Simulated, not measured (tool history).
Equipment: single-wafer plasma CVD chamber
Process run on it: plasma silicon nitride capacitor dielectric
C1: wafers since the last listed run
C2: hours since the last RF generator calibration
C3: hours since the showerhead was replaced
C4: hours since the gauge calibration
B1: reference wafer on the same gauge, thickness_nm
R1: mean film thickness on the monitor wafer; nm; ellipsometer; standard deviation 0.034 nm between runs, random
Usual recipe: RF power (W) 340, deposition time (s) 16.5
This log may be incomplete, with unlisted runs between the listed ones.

{"run": 1, "day": 0.0, "RF power (W)": 340, "deposition time (s)": 19.0, "C1": 0, "C2": 1317.4, "C3": 5219.0, "C4": 54.9, "B1": 19.23, "R1": 26.237}
{"run": 2, "day": 0.729, "RF power (W)": 340, "deposition time (s)": 19.0, "C1": 413, "C2": 1334.9, "C3": 5236.5, "C4": 72.4, "B1": 19.247, "R1": 26.311}
{"run": 3, "day": 2.838, "RF power (W)": 360, "deposition time (s)": 16.5, "C1": 1194, "C2": 1385.5, "C3": 5287.1, "C4": 123.0, "B1": 19.283, "R1": 23.299}
{"day": 3.4, "done": "RF generator calibrated"}
{"run": 4, "day": 3.421, "RF power (W)": 340, "deposition time (s)": 18.6, "C1": 141, "C2": 0.5, "C3": 5301.1, "C4": 137.0, "B1": 19.297, "R1": 25.785}
{"run": 5, "day": 3.483, "RF power (W)": 340, "deposition time (s)": 16.5, "C1": 35, "C2": 2.0, "C3": 5302.6, "C4": 138.5, "B1": 19.298, "R1": 22.855}
{"run": 6, "day": 4.175, "RF power (W)": 340, "deposition time (s)": 16.5, "C1": 392, "C2": 18.6, "C3": 5319.2, "C4": 155.1, "B1": 19.314, "R1": 22.941}
{"day": 4.517, "done": "showerhead replaced"}
{"run": 7, "day": 5.404, "RF power (W)": 340, "deposition time (s)": 16.5, "C1": 507, "C2": 48.1, "C3": 21.3, "C4": 184.6, "B1": 19.332, "R1": 23.008}
{"run": 8, "day": 5.879, "RF power (W)": 385, "deposition time (s)": 15.4, "C1": 269, "C2": 59.5, "C3": 32.7, "C4": 196.0, "B1": 19.348, "R1": 22.181}
{"run": 9, "day": 6.479, "RF power (W)": 340, "deposition time (s)": 16.5, "C1": 340, "C2": 73.9, "C3": 47.1, "C4": 210.4, "B1": 19.353, "R1": 23.008}
{"run": 10, "day": 6.804, "RF power (W)": 320, "deposition time (s)": 18.7, "C1": 184, "C2": 81.7, "C3": 54.9, "C4": 218.2, "B1": 19.362, "R1": 25.519}
{"day": 8.383, "done": "gauge calibrated"}
{"run": 11, "day": 8.412, "RF power (W)": 340, "deposition time (s)": 17.6, "C1": 911, "C2": 120.3, "C3": 93.5, "C4": 0.7, "B1": 19.203, "R1": 24.306}
{"run": 12, "day": 9.075, "RF power (W)": 315, "deposition time (s)": 15.6, "C1": 375, "C2": 136.2, "C3": 109.4, "C4": 16.6, "B1": 19.216, "R1": 21.066}

Run 13, settings as shown, results not yet in. Your forecast:
{"run": 13, "day": 9.771, "RF power (W)": 380, "deposition time (s)": 18.9, "C1": 394, "C2": 152.9, "C3": 126.1, "C4": 33.3, "B1": "?", "R1": "?"}

Run 13 measured B1 19.226, R1 27.086 nm.
On a tool with no hidden condition, and with the same random variation, this run would have come out at R1 27.046 nm.

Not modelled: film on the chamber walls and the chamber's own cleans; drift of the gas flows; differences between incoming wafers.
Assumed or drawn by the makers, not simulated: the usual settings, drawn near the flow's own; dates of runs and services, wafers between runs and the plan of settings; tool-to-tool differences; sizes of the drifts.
